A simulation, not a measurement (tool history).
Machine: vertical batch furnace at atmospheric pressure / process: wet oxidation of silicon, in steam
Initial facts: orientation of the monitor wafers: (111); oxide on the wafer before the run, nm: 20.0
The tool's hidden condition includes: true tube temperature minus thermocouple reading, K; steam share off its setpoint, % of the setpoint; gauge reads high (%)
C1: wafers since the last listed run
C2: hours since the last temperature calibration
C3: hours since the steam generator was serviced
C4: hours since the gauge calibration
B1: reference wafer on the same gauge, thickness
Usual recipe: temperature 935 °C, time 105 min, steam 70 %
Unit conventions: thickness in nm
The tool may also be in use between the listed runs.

Run 1, day 0: usual settings; C1 0; C2 2986.7; C3 2520.8; C4 92.2; B1 350.11. Result: thickness 423.09 nm.
Run 2, day 9.042: usual settings; C1 2276; C2 3203.7; C3 2737.8; C4 309.2; B1 349.24. Result: thickness 422.57 nm.
Run 3, day 13.504: usual settings; C1 1123; C2 3310.8; C3 2844.9; C4 416.3; B1 349.12. Result: thickness 421.39 nm.
Run 4, day 15.508: usual settings; C1 504; C2 3358.9; C3 2893; C4 464.4; B1 348.77. Result: thickness 421.96 nm.
Run 5, day 17.525: usual settings; C1 507; C2 3407.3; C3 2941.4; C4 512.8; B1 348.88. Result: thickness 421.19 nm.
Run 6, day 21.133: usual settings; C1 908; C2 3493.9; C3 3028; C4 599.4; B1 348.16. Result: thickness 419.18 nm.
Run 7, day 24.025: usual settings; C1 728; C2 3563.3; C3 3097.4; C4 668.8; B1 347.89. Result: thickness 420.03 nm.
Run 8, day 26.367: usual settings; C1 589; C2 3619.5; C3 3153.6; C4 725; B1 348.2. Result: thickness 419.36 nm.
Run 9, day 30.1: usual settings; C1 939; C2 3709.1; C3 3243.2; C4 814.6; B1 347.54. Result: thickness 418.95 nm.
Run 10, day 33.108: usual settings but temperature 924 °C, steam 76 %; C1 757; C2 3781.3; C3 3315.4; C4 886.8; B1 346.96. Result: thickness 410.07 nm.
At day 35.158: thermocouples replaced and temperature profile calibrated.
At day 35.371: gauge calibrated.
Run 11, day 46.167: usual settings; C1 3036; C2 264.2; C3 3628.8; C4 259.1; B1 349.51. Result: thickness 422.64 nm.
Run 12, day 50.579: usual settings; C1 1110; C2 370.1; C3 3734.7; C4 365; B1 349.36. Result: thickness 420.91 nm.
Run 13, day 54.8: usual settings but time 56 min; C1 1062; C2 471.4; C3 3836; C4 466.3; B1 349.19. Result: thickness 271.71 nm.
At day 57.754: steam generator serviced.
Run 14, day 57.775: usual settings; C1 497; C2 542.8; C3 0.5; C4 537.7; B1 349.05. Result: thickness 421.74 nm.
Run 15, day 61.138: usual settings but temperature 922 °C, time 149.5 min, steam 66 %; C1 846; C2 623.5; C3 81.2; C4 618.4; B1 348.2. Result: thickness 468.88 nm.
Run 16, day 64.483: usual settings but temperature 916 °C, steam 58 %; C1 842; C2 703.8; C3 161.5; C4 698.7; B1 347.96. Result: thickness 318.13 nm.
Run 17, day 68.771: usual settings but temperature 913 °C, steam 74 %; C1 1079; C2 806.7; C3 264.4; C4 801.6; B1 347.78. Result: thickness 369.55 nm.
Run 18, day 72.35: usual settings but time 146.5 min; C1 901; C2 892.6; C3 350.3; C4 887.5; B1 347.53. Result: thickness 525.65 nm.

4 ways to go on from here, each from the tool as it stands after run 18. What would each give?
Run A, day 72.608: usual settings; C1 65; C2 898.8; C3 356.5; C4 893.7; B1 ?. Result: thickness ?.
Run B, day 72.608: usual settings but temperature 958 °C, time 56 min, steam 76 %; C1 65; C2 898.8; C3 356.5; C4 893.7; B1 ?. Result: thickness ?.
Run C, day 72.608: usual settings but temperature 955 °C, time 124 min, steam 64 %; C1 65; C2 898.8; C3 356.5; C4 893.7; B1 ?. Result: thickness ?.
Run D, day 72.608: usual settings but steam 62 %; C1 65; C2 898.8; C3 356.5; C4 893.7; B1 ?. Result: thickness ?.

run      B1  thickness
  A  347.63     420.03
  B  347.63     343.36
  C  347.63     507.37
  D  347.63     386.64
The same runs, with their run-to-run variation unchanged, on a tool lacking any hidden condition would have given:
run  thickness
  A     424.09
  B     346.69
  C     512.28
  D     390.38
